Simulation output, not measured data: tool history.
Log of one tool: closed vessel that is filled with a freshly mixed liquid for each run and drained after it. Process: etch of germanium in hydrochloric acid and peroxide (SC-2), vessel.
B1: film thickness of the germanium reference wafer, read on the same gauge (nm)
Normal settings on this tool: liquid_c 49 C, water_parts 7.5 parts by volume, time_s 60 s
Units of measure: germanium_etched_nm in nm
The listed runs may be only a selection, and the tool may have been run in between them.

run 1 day=0 | liquid_c=49 water_parts=7.5 time_s=70 | B1=120.04 | germanium_etched_nm=158.91
run 2 day=4.442 | liquid_c=49 water_parts=7.5 time_s=70 | B1=119.98 | germanium_etched_nm=156.75
run 3 day=5.525 | liquid_c=49 water_parts=7.5 time_s=60 | B1=120.01 | germanium_etched_nm=133.89
run 4 day=6.912 | liquid_c=56.5 water_parts=7.5 time_s=60 | B1=120 | germanium_etched_nm=170.46
run 5 day=9.325 | liquid_c=49 water_parts=7.5 time_s=60 | B1=119.97 | germanium_etched_nm=136.48
run 6 day=10.421 | liquid_c=49 water_parts=7.5 time_s=60 | B1=120.01 | germanium_etched_nm=133.51
-- day=11.312 chemicals flow meter replaced
run 7 day=11.883 | liquid_c=49 water_parts=7.5 time_s=60 | B1=119.99 | germanium_etched_nm=133.17
run 8 day=12.771 | liquid_c=49 water_parts=7.5 time_s=60 | B1=119.97 | germanium_etched_nm=135.06
run 9 day=13.692 | liquid_c=49 water_parts=7.5 time_s=60 | B1=119.98 | germanium_etched_nm=134.41
run 10 day=15.138 | liquid_c=42 water_parts=7.5 time_s=70 | B1=120.04 | germanium_etched_nm=123.01
-- day=16.342 gauge calibrated
run 11 day=16.4 | liquid_c=42 water_parts=7.5 time_s=70 | B1=119.99 | germanium_etched_nm=122.99
run 12 day=20.867 | liquid_c=42 water_parts=7.5 time_s=70 | B1=119.98 | germanium_etched_nm=122.82
run 13 day=22.175 | liquid_c=52.5 water_parts=7.5 time_s=60 | B1=119.98 | germanium_etched_nm=148.32
run 14 day=23.379 | liquid_c=49 water_parts=6 time_s=30 | B1=120 | germanium_etched_nm=67.49
run 15 day=24.238 | liquid_c=43 water_parts=7.5 time_s=45 | B1=119.94 | germanium_etched_nm=81.78
-- day=24.283 new drum of peroxide connected
run 16 day=24.875 | liquid_c=59 water_parts=7.5 time_s=95 | B1=120 | germanium_etched_nm=284.51
-- day=25.608 thermometer replaced
run 17 day=26.304 | liquid_c=49 water_parts=7.5 time_s=60 | B1=120.01 | germanium_etched_nm=142.9
run 18 day=27.108 | liquid_c=49 water_parts=6 time_s=30 | B1=120.03 | germanium_etched_nm=71.2
run 19 day=27.696 | liquid_c=52 water_parts=10 time_s=90 | B1=120.01 | germanium_etched_nm=227.49
run 20 day=28.846 | liquid_c=58.5 water_parts=10.5 time_s=80 | B1=120.01 | germanium_etched_nm=246.37
run 21 day=30.308 | liquid_c=49 water_parts=7.5 time_s=60 | B1=119.98 | germanium_etched_nm=140.08
run 22 day=30.85 | liquid_c=58 water_parts=7.5 time_s=60 | B1=120.01 | germanium_etched_nm=186.95
run 23 day=31.379 | liquid_c=49 water_parts=7.5 time_s=60 | B1=120.03 | germanium_etched_nm=140.75
run 24 day=32.858 | liquid_c=55.5 water_parts=5.5 time_s=35 | B1=120.04 | germanium_etched_nm=102.36
run 25 day=34.088 | liquid_c=49 water_parts=5.5 time_s=60 | B1=120.04 | germanium_etched_nm=142.87

Each row is a separate what-if for the run after 25, all from the same tool condition, not one after another. Results?
run A day=34.117 | liquid_c=49 water_parts=7.5 time_s=30 | B1=? | germanium_etched_nm=?
run B day=34.117 | liquid_c=49 water_parts=8.5 time_s=60 | B1=? | germanium_etched_nm=?
run C day=34.117 | liquid_c=39.5 water_parts=7.5 time_s=30 | B1=? | germanium_etched_nm=?
run D day=34.117 | liquid_c=55.5 water_parts=7.5 time_s=30 | B1=? | germanium_etched_nm=?
run E day=34.117 | liquid_c=39.5 water_parts=10 time_s=60 | B1=? | germanium_etched_nm=?

run=A B1=119.99 germanium_etched_nm=70.03
run=B B1=119.99 germanium_etched_nm=138.91
run=C B1=119.99 germanium_etched_nm=51.08
run=D B1=119.99 germanium_etched_nm=85.92
run=E B1=119.99 germanium_etched_nm=100.31
Had the tool no hidden state, the same runs would have come out as:
run=A germanium_etched_nm=71.26
run=B germanium_etched_nm=141.33
run=C germanium_etched_nm=52.04
run=D germanium_etched_nm=87.36
run=E germanium_etched_nm=102.16

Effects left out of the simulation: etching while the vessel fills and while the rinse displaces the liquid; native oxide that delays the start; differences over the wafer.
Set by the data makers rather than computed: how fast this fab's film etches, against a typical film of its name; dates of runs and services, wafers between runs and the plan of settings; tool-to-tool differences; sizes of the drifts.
